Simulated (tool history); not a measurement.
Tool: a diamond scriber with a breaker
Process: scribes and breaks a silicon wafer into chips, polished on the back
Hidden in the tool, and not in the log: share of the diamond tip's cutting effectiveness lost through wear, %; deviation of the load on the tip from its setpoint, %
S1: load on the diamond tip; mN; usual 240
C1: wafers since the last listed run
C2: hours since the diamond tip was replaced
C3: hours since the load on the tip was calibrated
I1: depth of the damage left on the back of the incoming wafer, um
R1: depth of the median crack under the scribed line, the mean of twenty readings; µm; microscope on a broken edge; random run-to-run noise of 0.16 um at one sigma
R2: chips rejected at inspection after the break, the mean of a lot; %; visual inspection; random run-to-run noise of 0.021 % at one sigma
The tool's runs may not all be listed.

run     day   S1   C1     C2      C3    I1     R1    R2
  1   0.000  240    0  297.5  1098.4  0.03  14.50  0.47
  2   2.754  240  162  363.6  1164.5  0.03  14.24  0.46
  3   6.021  240  192  442.0  1242.9  0.02  14.04  0.54
  4   9.196  240  187  518.2  1319.1  0.05  13.74  0.60
  5  13.546  240  256  622.6  1423.5  0.04  13.43  0.85
  6  16.971  240  201  704.8  1505.7  0.03  13.59  1.10
     19.979  -- load on the tip recalibrated
  7  21.017  218  233  801.9    24.9  0.03  12.20  3.02
  8  24.533  295  207  886.3   109.3  0.04  14.26  0.44
     28.617  -- diamond tip replaced by a new one
  9  29.029  199  259    9.9   217.2  0.01  13.17  1.39
 10  32.200  272  186   86.0   293.3  0.01  15.58  0.82
 11  34.046  240  108  130.3   337.6  0.05  14.45  0.41
 12  36.238  172  129  182.9   390.2  0.02  12.29  3.92
 13  38.992  240  162  249.0   456.3  0.01  14.57  0.42
 14  43.446  170  262  355.9   563.2  0.03  11.68  4.22

Each row is a separate what-if for the run after 14, all from the same tool condition, not one after another. Results?
  A  43.475  240   1  356.6  563.9  0.02   ?   ?
  B  43.475  208   1  356.6  563.9  0.02   ?   ?
  C  43.475  301   1  356.6  563.9  0.02   ?   ?
  D  43.475  195   1  356.6  563.9  0.02   ?   ?
  E  43.475  280   1  356.6  563.9  0.02   ?   ?

run     R1    R2
  A  14.47  0.50
  B  13.37  1.49
  C  16.47  1.61
  D  12.91  2.33
  E  15.80  0.89
Without the tool's unlogged condition, the same runs would have read:
run     R1    R2
  A  14.79  0.45
  B  13.66  1.09
  C  16.83  2.14
  D  13.19  1.78
  E  16.15  1.23
